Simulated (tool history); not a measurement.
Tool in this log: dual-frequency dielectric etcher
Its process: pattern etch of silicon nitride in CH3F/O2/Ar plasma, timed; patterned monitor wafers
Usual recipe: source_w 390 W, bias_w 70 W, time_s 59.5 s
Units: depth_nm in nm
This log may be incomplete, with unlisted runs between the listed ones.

run     day  source_w  bias_w  time_s  read-back reference wafer on the same gauge, depth_nm  depth_nm
  1   0.000       390      79    59.5                                                  42.09     39.72
  2   2.483       390      79    59.5                                                  42.09     39.61
  3   4.529       390      70    59.5                                                  42.08     37.97
      6.354  -- wet clean of the chamber
  4   8.458       390      70    59.5                                                  42.11     37.67
  5  12.212       390      70    59.5                                                  42.09     37.83
  6  14.629       430      70    59.5                                                  42.10     39.39
  7  18.683       430      70    59.5                                                  42.11     39.51
     25.329  -- wet clean of the chamber
  8  25.350       430      70    59.5                                                  42.09     38.79
  9  27.788       390      62    59.5                                                  42.10     36.30
 10  31.983       350      70    59.5                                                  42.09     35.99
 11  36.129       390      70    59.5                                                  42.15     37.79
 12  40.775       390      70    59.5                                                  42.15     38.05
 13  42.558       390      70    59.5                                                  42.08     37.99
     45.175  -- wet clean of the chamber
 14  45.475       390      70    59.5                                                  42.13     37.39
     47.138  -- bias power generator calibrated
 15  47.267       390      70    59.5                                                  42.09     37.46
 16  51.767       290      75    59.5                                                  42.10     34.15
     53.746  -- gauge calibrated
     55.100  -- source power generator calibrated
 17  55.479       390      70    59.5                                                  42.09     37.90
 18  59.025       390      70    74.5                                                  42.11     47.44
 19  60.817       300      70    59.5                                                  42.10     34.31
     65.492  -- wet clean of the chamber
 20  65.512       340      70    46.0                                                  42.14     27.34
 21  68.617       360      70    75.5                                                  42.08     46.07
     71.179  -- upper electrode replaced
 22  71.200       390      70    59.5                                                  42.12     37.66
 23  73.204       320      59    59.5                                                  42.09     33.02
 24  80.646       390      70    59.5                                                  42.09     37.73
 25  84.250       390      70    59.5                                                  42.12     37.75
     87.446  -- wet clean of the chamber
 26  87.467       390      70    65.0                                                  42.09     40.59
 27  88.662       390      70    68.5                                                  42.09     43.15
 28  92.988       310      62    43.5                                                  42.09     24.05
 29  96.083       320      55    50.5                                                  42.11     27.34

Predict each of these 4 candidate next runs independently; none follows another, all start after run 29:
  A  96.100       390      70    59.5                                                      ?         ?
  B  96.100       300      54    59.5                                                      ?         ?
  C  96.100       430      62    59.5                                                      ?         ?
  D  96.100       390      70    46.0                                                      ?         ?

run  read-back reference wafer on the same gauge, depth_nm  depth_nm
  A                                                  42.08     37.82
  B                                                  42.08     31.40
  C                                                  42.08     37.82
  D                                                  42.08     29.24
What these runs would have given with no unlogged condition in the tool:
run  depth_nm
  A     37.61
  B     31.23
  C     37.62
  D     29.08
